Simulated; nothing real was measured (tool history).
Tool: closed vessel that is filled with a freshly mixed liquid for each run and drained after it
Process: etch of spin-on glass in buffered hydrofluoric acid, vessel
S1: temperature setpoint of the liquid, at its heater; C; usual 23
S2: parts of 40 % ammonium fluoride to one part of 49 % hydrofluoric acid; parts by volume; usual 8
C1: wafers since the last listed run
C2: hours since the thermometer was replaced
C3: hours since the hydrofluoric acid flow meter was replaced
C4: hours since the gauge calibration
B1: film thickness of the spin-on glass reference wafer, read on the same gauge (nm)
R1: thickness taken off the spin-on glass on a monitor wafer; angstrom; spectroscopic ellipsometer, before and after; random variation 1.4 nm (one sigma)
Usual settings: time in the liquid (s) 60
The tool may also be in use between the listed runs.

run 1 hour=0 | S1=23 S2=8 time_in_the_liquid_(s)=60 | C1=0 C2=373.3 C3=305.1 C4=2284.8 | B1=130.03 | R1=2342.3
run 2 hour=35.9 | S1=23 S2=8 time_in_the_liquid_(s)=60 | C1=4572 C2=409.2 C3=341 C4=2320.7 | B1=130.03 | R1=2325.8
run 3 hour=81.1 | S1=23 S2=8 time_in_the_liquid_(s)=60 | C1=5756 C2=454.4 C3=386.2 C4=2365.9 | B1=129.97 | R1=2314.9
run 4 hour=261.9 | S1=23 S2=8 time_in_the_liquid_(s)=60 | C1=23026 C2=635.2 C3=567 C4=2546.7 | B1=130.01 | R1=2380.2
run 5 hour=295.6 | S1=23 S2=8 time_in_the_liquid_(s)=60 | C1=4292 C2=668.9 C3=600.7 C4=2580.4 | B1=130 | R1=2370.4
run 6 hour=347.6 | S1=23 S2=8 time_in_the_liquid_(s)=60 | C1=6622 C2=720.9 C3=652.7 C4=2632.4 | B1=130.04 | R1=2350.8
run 7 hour=488.8 | S1=23 S2=8 time_in_the_liquid_(s)=60 | C1=17983 C2=862.1 C3=793.9 C4=2773.6 | B1=129.99 | R1=2393.9
run 8 hour=532.7 | S1=23 S2=8 time_in_the_liquid_(s)=60 | C1=5591 C2=906 C3=837.8 C4=2817.5 | B1=130 | R1=2425.1
run 9 hour=586.2 | S1=23 S2=8 time_in_the_liquid_(s)=60 | C1=6813 C2=959.5 C3=891.3 C4=2871 | B1=130 | R1=2429.9
run 10 hour=712.2 | S1=24.5 S2=8 time_in_the_liquid_(s)=50 | C1=16047 C2=1085.5 C3=1017.3 C4=2997 | B1=130 | R1=2216
-- hour=735.7 gauge calibrated
run 11 hour=778.8 | S1=26 S2=9 time_in_the_liquid_(s)=50 | C1=8482 C2=1152.1 C3=1083.9 C4=43.1 | B1=130.01 | R1=2125.5
run 12 hour=848.2 | S1=27.5 S2=5 time_in_the_liquid_(s)=40 | C1=8838 C2=1221.5 C3=1153.3 C4=112.5 | B1=130.03 | R1=3202.2
run 13 hour=887.3 | S1=23 S2=10.5 time_in_the_liquid_(s)=45 | C1=4979 C2=1260.6 C3=1192.4 C4=151.6 | B1=129.94 | R1=1445.9
run 14 hour=942.1 | S1=23 S2=8 time_in_the_liquid_(s)=60 | C1=6979 C2=1315.4 C3=1247.2 C4=206.4 | B1=130.06 | R1=2479
run 15 hour=973 | S1=23 S2=8 time_in_the_liquid_(s)=60 | C1=3935 C2=1346.3 C3=1278.1 C4=237.3 | B1=130.01 | R1=2475.8
run 16 hour=1011.9 | S1=21.5 S2=6 time_in_the_liquid_(s)=60 | C1=4954 C2=1385.2 C3=1317 C4=276.2 | B1=129.95 | R1=2999.1
run 17 hour=1067.2 | S1=26 S2=8 time_in_the_liquid_(s)=30 | C1=7043 C2=1440.5 C3=1372.3 C4=331.5 | B1=129.98 | R1=1477.7
-- hour=1121.3 hydrofluoric acid flow meter replaced
run 18 hour=1137 | S1=24.5 S2=8 time_in_the_liquid_(s)=50 | C1=8762 C2=1510.3 C3=15.7 C4=401.3 | B1=129.99 | R1=2175.9
run 19 hour=1200.5 | S1=27 S2=9.5 time_in_the_liquid_(s)=60 | C1=8087 C2=1573.8 C3=79.2 C4=464.8 | B1=130.05 | R1=2528.9
run 20 hour=1255.8 | S1=20 S2=8 time_in_the_liquid_(s)=90 | C1=7043 C2=1629.1 C3=134.5 C4=520.1 | B1=129.98 | R1=3074
-- hour=1281.4 thermometer replaced
run 21 hour=1287.6 | S1=25.5 S2=6.5 time_in_the_liquid_(s)=30 | C1=3922 C2=6.2 C3=166.3 C4=551.9 | B1=130.03 | R1=1622.2
run 22 hour=1315.3 | S1=23 S2=8 time_in_the_liquid_(s)=60 | C1=3527 C2=33.9 C3=194 C4=579.6 | B1=130.01 | R1=2293.1
run 23 hour=1355.8 | S1=18 S2=7 time_in_the_liquid_(s)=85 | C1=5158 C2=74.4 C3=234.5 C4=620.1 | B1=130.03 | R1=2853
run 24 hour=1421.1 | S1=23 S2=11 time_in_the_liquid_(s)=60 | C1=8316 C2=139.7 C3=299.8 C4=685.4 | B1=130.05 | R1=1730.7
run 25 hour=1461.8 | S1=23 S2=8 time_in_the_liquid_(s)=60 | C1=5183 C2=180.4 C3=340.5 C4=726.1 | B1=130.02 | R1=2334.2
run 26 hour=1497.6 | S1=19 S2=7 time_in_the_liquid_(s)=60 | C1=4559 C2=216.2 C3=376.3 C4=761.9 | B1=129.98 | R1=2139.6
run 27 hour=1537.6 | S1=23 S2=8 time_in_the_liquid_(s)=30 | C1=5094 C2=256.2 C3=416.3 C4=801.9 | B1=129.98 | R1=1171.6
run 28 hour=1564.1 | S1=27.5 S2=10 time_in_the_liquid_(s)=40 | C1=3375 C2=282.7 C3=442.8 C4=828.4 | B1=129.99 | R1=1646.9
run 29 hour=1592.6 | S1=24.5 S2=9 time_in_the_liquid_(s)=60 | C1=3629 C2=311.2 C3=471.3 C4=856.9 | B1=130.03 | R1=2220.3
run 30 hour=1646.5 | S1=18.5 S2=8 time_in_the_liquid_(s)=60 | C1=6864 C2=365.1 C3=525.2 C4=910.8 | B1=129.98 | R1=1837.1
run 31 hour=1681.3 | S1=20 S2=10 time_in_the_liquid_(s)=60 | C1=4432 C2=399.9 C3=560 C4=945.6 | B1=129.98 | R1=1620.6
run 32 hour=1728.2 | S1=25.5 S2=6.5 time_in_the_liquid_(s)=30 | C1=5973 C2=446.8 C3=606.9 C4=992.5 | B1=129.98 | R1=1650.8
run 33 hour=1792.6 | S1=23 S2=8 time_in_the_liquid_(s)=95 | C1=8202 C2=511.2 C3=671.3 C4=1056.9 | B1=130.03 | R1=3748.6

4 ways to go on from here, each from the tool as it stands after run 33. What would each give?
run A hour=1793.3 | S1=23 S2=8 time_in_the_liquid_(s)=60 | C1=89 C2=511.9 C3=672 C4=1057.6 | B1=? | R1=?
run B hour=1793.3 | S1=23 S2=6.5 time_in_the_liquid_(s)=60 | C1=89 C2=511.9 C3=672 C4=1057.6 | B1=? | R1=?
run C hour=1793.3 | S1=21.5 S2=9.5 time_in_the_liquid_(s)=90 | C1=89 C2=511.9 C3=672 C4=1057.6 | B1=? | R1=?
run D hour=1793.3 | S1=23 S2=8 time_in_the_liquid_(s)=40 | C1=89 C2=511.9 C3=672 C4=1057.6 | B1=? | R1=?

run=A B1=129.93 R1=2368.7
run=B B1=129.93 R1=2907.4
run=C B1=129.93 R1=2762.1
run=D B1=129.93 R1=1579.1
Without the tool's hidden state the same runs would have given:
run=A R1=2259.6
run=B R1=2783.7
run=C R1=2654.3
run=D R1=1506.4

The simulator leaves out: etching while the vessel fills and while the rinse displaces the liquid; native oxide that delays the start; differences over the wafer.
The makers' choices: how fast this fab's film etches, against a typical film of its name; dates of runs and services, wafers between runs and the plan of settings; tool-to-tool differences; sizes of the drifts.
